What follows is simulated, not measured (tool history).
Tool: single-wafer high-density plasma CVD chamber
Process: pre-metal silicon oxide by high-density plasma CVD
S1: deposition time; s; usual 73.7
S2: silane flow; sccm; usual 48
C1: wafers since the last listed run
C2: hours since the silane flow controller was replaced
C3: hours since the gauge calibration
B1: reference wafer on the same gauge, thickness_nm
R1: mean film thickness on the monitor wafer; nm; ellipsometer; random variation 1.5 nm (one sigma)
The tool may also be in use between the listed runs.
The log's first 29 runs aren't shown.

Run 30, hour 2905: usual settings but S2 45 sccm; C1 1823; C2 950.6; C3 683.1; B1 308.903. Result: R1 321.942 nm.
Run 31, hour 3007.5: usual settings but S1 65.8 s, S2 40 sccm; C1 1854; C2 1053.1; C3 785.6; B1 309.092. Result: R1 256.131 nm.
Run 32, hour 3100.5: usual settings but S1 83 s; C1 1682; C2 1146.1; C3 878.6; B1 309.829. Result: R1 391.149 nm.
Run 33, hour 3166.7: usual settings; C1 1197; C2 1212.3; C3 944.8; B1 309.401. Result: R1 342.982 nm.
Run 34, hour 3240.7: usual settings but S1 61.1 s; C1 1338; C2 1286.3; C3 1018.8; B1 309.185. Result: R1 284.973 nm.
Run 35, hour 3331: usual settings; C1 1633; C2 1376.6; C3 1109.1; B1 308.762. Result: R1 345.67 nm.
Run 36, hour 3411.2: usual settings but S2 53 sccm; C1 1451; C2 1456.8; C3 1189.3; B1 308.793. Result: R1 381.084 nm.
Run 37, hour 3701: usual settings but S2 54 sccm; C1 5243; C2 1746.6; C3 1479.1; B1 308.65. Result: R1 388.935 nm.
Run 38, hour 3773.2: usual settings but S1 67.5 s, S2 44 sccm; C1 1306; C2 1818.8; C3 1551.3; B1 308.24. Result: R1 285.412 nm.
Run 39, hour 3814.3: usual settings; C1 743; C2 1859.9; C3 1592.4; B1 308.034. Result: R1 341.589 nm.
Run 40, hour 3854.7: usual settings; C1 730; C2 1900.3; C3 1632.8; B1 308.662. Result: R1 342.607 nm.
Run 41, hour 3902.9: usual settings but S1 77.8 s, S2 57 sccm; C1 872; C2 1948.5; C3 1681; B1 307.969. Result: R1 429.774 nm.
Run 42, hour 3953.5: usual settings; C1 915; C2 1999.1; C3 1731.6; B1 307.92. Result: R1 344.246 nm.
Run 43, hour 4007.8: usual settings but S1 81.7 s, S2 56 sccm; C1 982; C2 2053.4; C3 1785.9; B1 307.641. Result: R1 443.074 nm.
Run 44, hour 4057.4: usual settings but S1 64.7 s, S2 56 sccm; C1 897; C2 2103; C3 1835.5; B1 307.669. Result: R1 348.44 nm.
Run 45, hour 4139.1: usual settings but S1 61.2 s, S2 53 sccm; C1 1478; C2 2184.7; C3 1917.2; B1 307.264. Result: R1 312.931 nm.
Run 46, hour 4182.3: usual settings; C1 781; C2 2227.9; C3 1960.4; B1 307.409. Result: R1 342.088 nm.

4 ways to go on from here, each from the tool as it stands after run 46. What would each give?
Run A, hour 4182.7: usual settings but S2 40 sccm; C1 7; C2 2228.3; C3 1960.8; B1 ?. Result: R1 ?.
Run B, hour 4182.7: usual settings but S1 65.4 s; C1 7; C2 2228.3; C3 1960.8; B1 ?. Result: R1 ?.
Run C, hour 4182.7: usual settings but S1 67.5 s; C1 7; C2 2228.3; C3 1960.8; B1 ?. Result: R1 ?.
Run D, hour 4182.7: usual settings but S1 62.1 s, S2 42 sccm; C1 7; C2 2228.3; C3 1960.8; B1 ?. Result: R1 ?.

run       B1       R1
  A  307.492  286.016
  B  307.492  304.566
  C  307.492  314.346
  D  307.492  253.048
Without the tool's hidden state the same runs would have given:
run       R1
  A  288.483
  B  307.194
  C  317.058
  D  255.231

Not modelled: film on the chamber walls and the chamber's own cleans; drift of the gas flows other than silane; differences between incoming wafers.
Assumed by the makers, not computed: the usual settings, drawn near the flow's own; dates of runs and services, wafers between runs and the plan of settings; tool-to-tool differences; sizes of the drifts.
